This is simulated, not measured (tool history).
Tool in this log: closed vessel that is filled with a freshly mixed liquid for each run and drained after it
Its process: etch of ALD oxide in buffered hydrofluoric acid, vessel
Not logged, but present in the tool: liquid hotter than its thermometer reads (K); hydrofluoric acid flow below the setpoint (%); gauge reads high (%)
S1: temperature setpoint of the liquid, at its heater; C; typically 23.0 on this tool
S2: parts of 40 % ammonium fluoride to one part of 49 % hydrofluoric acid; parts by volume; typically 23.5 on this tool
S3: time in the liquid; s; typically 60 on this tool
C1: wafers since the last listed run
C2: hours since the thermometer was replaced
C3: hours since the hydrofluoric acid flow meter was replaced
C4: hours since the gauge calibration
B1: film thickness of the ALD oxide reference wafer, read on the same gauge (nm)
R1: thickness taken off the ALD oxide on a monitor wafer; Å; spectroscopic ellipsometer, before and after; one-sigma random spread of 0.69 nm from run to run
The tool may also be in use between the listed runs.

run 1 hour=0.0 | S1=23.0 S2=23.5 S3=60 | C1=0 C2=554.0 C3=1393.4 C4=455.6 | B1=90.00 | R1=689.0
run 2 hour=22.5 | S1=23.0 S2=23.5 S3=60 | C1=2598 C2=576.5 C3=1415.9 C4=478.1 | B1=90.01 | R1=689.5
run 3 hour=51.3 | S1=23.0 S2=23.5 S3=60 | C1=3325 C2=605.3 C3=1444.7 C4=506.9 | B1=90.00 | R1=692.6
run 4 hour=66.0 | S1=23.0 S2=23.5 S3=60 | C1=1697 C2=620.0 C3=1459.4 C4=521.6 | B1=90.01 | R1=696.8
run 5 hour=98.0 | S1=23.0 S2=23.5 S3=60 | C1=3695 C2=652.0 C3=1491.4 C4=553.6 | B1=89.99 | R1=698.9
run 6 hour=125.0 | S1=23.0 S2=19.5 S3=60 | C1=3117 C2=679.0 C3=1518.4 C4=580.6 | B1=90.01 | R1=790.6
run 7 hour=159.0 | S1=23.0 S2=19.5 S3=60 | C1=3925 C2=713.0 C3=1552.4 C4=614.6 | B1=89.99 | R1=799.0
-- hour=174.6 gauge calibrated
run 8 hour=262.9 | S1=23.0 S2=23.5 S3=60 | C1=11997 C2=816.9 C3=1656.3 C4=88.3 | B1=90.00 | R1=691.5
run 9 hour=291.7 | S1=23.0 S2=23.5 S3=60 | C1=3325 C2=845.7 C3=1685.1 C4=117.1 | B1=90.01 | R1=706.3
run 10 hour=312.3 | S1=23.0 S2=23.5 S3=60 | C1=2378 C2=866.3 C3=1705.7 C4=137.7 | B1=90.00 | R1=695.6
run 11 hour=387.3 | S1=23.0 S2=23.5 S3=60 | C1=8660 C2=941.3 C3=1780.7 C4=212.7 | B1=90.01 | R1=700.9
run 12 hour=419.7 | S1=23.0 S2=23.5 S3=60 | C1=3741 C2=973.7 C3=1813.1 C4=245.1 | B1=89.99 | R1=699.3
run 13 hour=444.9 | S1=23.0 S2=23.5 S3=60 | C1=2909 C2=998.9 C3=1838.3 C4=270.3 | B1=89.99 | R1=692.1
run 14 hour=461.2 | S1=23.0 S2=27.0 S3=60 | C1=1882 C2=1015.2 C3=1854.6 C4=286.6 | B1=90.00 | R1=644.4
run 15 hour=486.0 | S1=23.0 S2=27.0 S3=60 | C1=2863 C2=1040.0 C3=1879.4 C4=311.4 | B1=90.02 | R1=629.4
run 16 hour=501.7 | S1=19.0 S2=23.5 S3=95 | C1=1812 C2=1055.7 C3=1895.1 C4=327.1 | B1=90.00 | R1=882.6
run 17 hour=528.1 | S1=23.0 S2=23.5 S3=60 | C1=3048 C2=1082.1 C3=1921.5 C4=353.5 | B1=89.99 | R1=694.3
run 18 hour=556.5 | S1=23.0 S2=23.5 S3=60 | C1=3279 C2=1110.5 C3=1949.9 C4=381.9 | B1=89.98 | R1=690.8
run 19 hour=577.5 | S1=24.5 S2=20.5 S3=95 | C1=2424 C2=1131.5 C3=1970.9 C4=402.9 | B1=90.02 | R1=1322.0
-- hour=596.2 hydrofluoric acid flow meter replaced
run 20 hour=611.6 | S1=27.5 S2=27.0 S3=50 | C1=3822 C2=1165.6 C3=15.4 C4=437.0 | B1=89.99 | R1=679.5
run 21 hour=634.0 | S1=28.0 S2=17.5 S3=85 | C1=2586 C2=1188.0 C3=37.8 C4=459.4 | B1=90.02 | R1=1655.7
run 22 hour=652.9 | S1=23.0 S2=23.5 S3=60 | C1=2182 C2=1206.9 C3=56.7 C4=478.3 | B1=89.97 | R1=698.7
-- hour=676.9 thermometer replaced
run 23 hour=680.6 | S1=19.0 S2=23.5 S3=30 | C1=3083 C2=3.7 C3=84.4 C4=506.0 | B1=90.00 | R1=283.4
-- hour=690.2 gauge calibrated
run 24 hour=706.7 | S1=23.0 S2=27.0 S3=60 | C1=3013 C2=29.8 C3=110.5 C4=16.5 | B1=90.00 | R1=635.4
run 25 hour=724.1 | S1=21.5 S2=18.0 S3=35 | C1=2009 C2=47.2 C3=127.9 C4=33.9 | B1=89.99 | R1=460.4
run 26 hour=745.6 | S1=23.0 S2=23.5 S3=75 | C1=2482 C2=68.7 C3=149.4 C4=55.4 | B1=89.98 | R1=869.2
run 27 hour=771.2 | S1=20.0 S2=16.5 S3=80 | C1=2956 C2=94.3 C3=175.0 C4=81.0 | B1=90.02 | R1=1044.5
run 28 hour=797.2 | S1=21.0 S2=23.5 S3=50 | C1=3002 C2=120.3 C3=201.0 C4=107.0 | B1=89.99 | R1=521.5
run 29 hour=824.5 | S1=23.0 S2=16.0 S3=60 | C1=3152 C2=147.6 C3=228.3 C4=134.3 | B1=90.00 | R1=969.1
run 30 hour=859.5 | S1=27.5 S2=23.5 S3=45 | C1=4041 C2=182.6 C3=263.3 C4=169.3 | B1=90.01 | R1=657.5
run 31 hour=887.5 | S1=25.0 S2=29.5 S3=80 | C1=3233 C2=210.6 C3=291.3 C4=197.3 | B1=90.02 | R1=884.8

What the log doesn't show, run by run:
liquid hotter than its thermometer reads (K): 0 in every run
hydrofluoric acid flow below the setpoint (%): 0 in every run
gauge reads high (%): 0 in every run
